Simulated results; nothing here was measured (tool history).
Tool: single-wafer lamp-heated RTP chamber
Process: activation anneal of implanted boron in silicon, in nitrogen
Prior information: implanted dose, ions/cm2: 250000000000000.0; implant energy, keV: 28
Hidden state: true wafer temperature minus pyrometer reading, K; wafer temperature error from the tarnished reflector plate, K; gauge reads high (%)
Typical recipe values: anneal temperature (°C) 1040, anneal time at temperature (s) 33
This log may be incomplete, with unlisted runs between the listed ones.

run,hour,anneal temperature (°C),anneal time at temperature (s),wafers since the last listed run,wafers since the last pyrometer calibration,wafers since the reflector plate was cleaned,hours since the gauge calibration,"read-back reference wafer on the same gauge, sheet resistance",sheet resistance of the implanted and annealed layer (ohm/square)
1,0.0,1040,33,0,1591,9157,153.0,290.16,363.18
2,7.8,1040,33,138,1730,9295,160.8,290.27,362.03
3,16.5,1040,33,154,1884,9450,169.5,290.31,362.95
4,30.8,1040,33,254,2138,9704,183.8,290.45,362.63
5,43.5,1040,33,225,2364,9929,196.5,290.32,362.98
6,58.8,1040,33,271,2636,10201,211.8,290.54,364.03
7,68.9,1040,33,179,2815,10381,221.9,290.61,362.30
8,85.7,1040,33,298,3114,10679,238.7,290.65,363.09
9,95.8,1040,33,179,3293,10859,248.8,290.53,363.87
10,113.4,1040,33,312,3606,11171,266.4,290.66,363.23
11,127.3,1022,41,246,3853,11418,280.3,290.67,363.71
12,141.1,1022,41,245,4098,11664,294.1,290.64,365.05
# hour 152.1: reflector plate cleaned
13,157.5,1022,41,149,4247,95,310.5,290.81,364.06
14,170.8,1040,33,236,4484,332,323.8,290.68,362.89
# hour 176.2: gauge calibrated
15,181.1,1040,33,183,4667,515,4.9,287.56,358.98
16,196.6,1057,17,275,4942,790,20.4,288.09,359.96
17,203.8,1040,33,127,5070,918,27.6,288.29,359.17
18,213.8,1040,33,177,5248,1096,37.6,288.48,360.27
19,227.0,1018,23,234,5482,1330,50.8,288.88,363.61
20,233.7,1040,33,119,5601,1449,57.5,289.06,361.65
21,241.2,1026,38,133,5735,1582,65.0,289.12,361.04
22,253.1,1053,39,211,5946,1794,76.9,289.36,359.97
# hour 269.5: pyrometer window cleaned and pyrometer calibrated
23,270.0,1040,33,158,9,1952,93.8,289.65,361.29
24,275.9,1022,41,104,114,2057,99.7,289.77,361.76
25,286.5,1059,27,188,302,2245,110.3,289.90,362.17
26,315.9,1040,50,522,825,2768,139.7,290.17,360.09
27,325.7,1031,33,174,999,2942,149.5,290.21,362.12
28,334.3,1062,33,152,1151,3094,158.1,290.33,362.81
29,344.0,1068,19,172,1324,3267,167.8,290.35,363.32
30,356.6,1063,51,223,1548,3491,180.4,290.46,360.64
31,373.7,1017,40,303,1851,3795,197.5,290.52,363.89
32,387.3,1040,33,241,2093,4036,211.1,290.58,362.93
33,395.7,1040,40,149,2242,4185,219.5,290.62,362.83
34,410.6,1040,27,264,2507,4450,234.4,290.67,362.66
35,418.0,1051,18,131,2639,4582,241.8,290.72,364.23
# hour 428.0: gauge calibrated
36,435.8,1031,33,316,2955,4898,7.8,287.51,358.92
37,452.1,1040,33,289,3244,5188,24.1,287.96,358.97
38,474.4,1040,39,396,3641,5584,46.4,288.53,359.68

What differs in the tool's unlogged condition from the final listed run ahead of each entry between runs to the first listed run following it?
In the gap between runs 12 and 13: reflector plate cleaned (hour 152.1)
  gauge reads high (%): 1.3 -> 1.31
  the result without the hidden state subtracted from the measured one, sheet resistance of the implanted and annealed layer (ohm/square): +4.70 -> +4.72
In the gap between runs 14 and 15: gauge calibrated (hour 176.2)
  gauge reads high (%): 1.32 -> 0.215
  the result without the hidden state subtracted from the measured one, sheet resistance of the implanted and annealed layer (ohm/square): +4.73 -> +0.77
In the gap between runs 22 and 23: pyrometer window cleaned and pyrometer calibrated (hour 269.5)
  gauge reads high (%): 0.828 -> 0.918
  the result without the hidden state subtracted from the measured one, sheet resistance of the implanted and annealed layer (ohm/square): +2.96 -> +3.29
In the gap between runs 35 and 36: gauge calibrated (hour 428.0)
  gauge reads high (%): 1.29 -> 0.176
  the result without the hidden state subtracted from the measured one, sheet resistance of the implanted and annealed layer (ohm/square): +4.64 -> +0.63
